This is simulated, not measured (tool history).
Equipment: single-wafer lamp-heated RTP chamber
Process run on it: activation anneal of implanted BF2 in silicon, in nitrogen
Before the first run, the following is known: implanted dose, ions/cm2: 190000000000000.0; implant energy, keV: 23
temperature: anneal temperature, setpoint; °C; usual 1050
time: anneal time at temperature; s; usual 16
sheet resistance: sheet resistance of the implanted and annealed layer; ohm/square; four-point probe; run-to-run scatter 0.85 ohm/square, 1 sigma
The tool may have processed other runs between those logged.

run	day	temperature	time	wafers since the last listed run	wafers since the last pyrometer calibration	wafers since the reflector plate was cleaned	hours since the gauge calibration	read-back reference wafer on the same gauge, sheet resistance	sheet resistance
1	0	1063	21	0	3249	9049	559.4	596.95	560.79
2	2.975	1050	16	697	3947	9747	630.8	597.1	568.38
3	5	1050	16	474	4422	10222	679.4	597.02	568.14
# day 6.171: reflector plate cleaned
4	8.2	1050	16	672	5094	476	756.2	597.24	566.93
# day 11.671: pyrometer window cleaned and pyrometer calibrated
5	11.692	1050	16	740	4	1216	840	597.15	567.5
6	14.104	1050	20	565	570	1782	897.9	597.04	565.16
7	17.854	1050	20	879	1449	2662	987.9	597.37	565.09
8	22.062	1050	19	987	2437	3649	1088.9	597.28	566.19
9	24.354	1050	16	537	2974	4187	1143.9	597.07	568.39
# day 25.254: gauge calibrated
10	27.379	1066	16	709	3684	4896	51	597.25	564.67
11	31.742	1050	6	1023	4707	5919	155.7	597.2	574.87
12	34.942	1050	16	750	5458	6670	232.5	597.16	568.69
# day 35.592: pyrometer window cleaned and pyrometer calibrated
13	39.338	1077	20	952	878	7623	338	596.97	556.82
14	41.058	1023	8	403	1282	8027	379.3	597.11	575.35
15	42.729	1031	13	391	1673	8418	419.4	597.08	571.36
16	45.412	1026	22	629	2303	9048	483.8	596.93	567.01
# day 46.262: reflector plate cleaned
17	48.571	1026	7	662	2965	541	559.6	597.24	574.85
18	52.842	1035	21	1001	3967	1543	662.1	597.01	567.43
19	55.404	1073	10	601	4568	2144	723.6	597.13	570.04
# day 57.767: pyrometer window cleaned and pyrometer calibrated
20	59.817	1066	23	956	481	3100	829.5	596.82	558.69
21	62.908	1050	16	725	1206	3826	903.7	597.13	567.62

5 options for the next run, each taken on its own from the tool as it stands now. Forecast them:
A	62.925	1050	16	3	1210	3829	904.1	?	?
B	62.925	1059	7	3	1210	3829	904.1	?	?
C	62.925	1058	23	3	1210	3829	904.1	?	?
D	62.925	1027	11	3	1210	3829	904.1	?	?
E	62.925	1023	21	3	1210	3829	904.1	?	?

run	read-back reference wafer on the same gauge, sheet resistance	sheet resistance
A	596.98	565.67
B	596.98	571.78
C	596.98	559.42
D	596.98	570.41
E	596.98	566.29
Without the tool's hidden state the same runs would have given:
run	sheet resistance
A	565.67
B	571.78
C	559.42
D	570.41
E	566.29
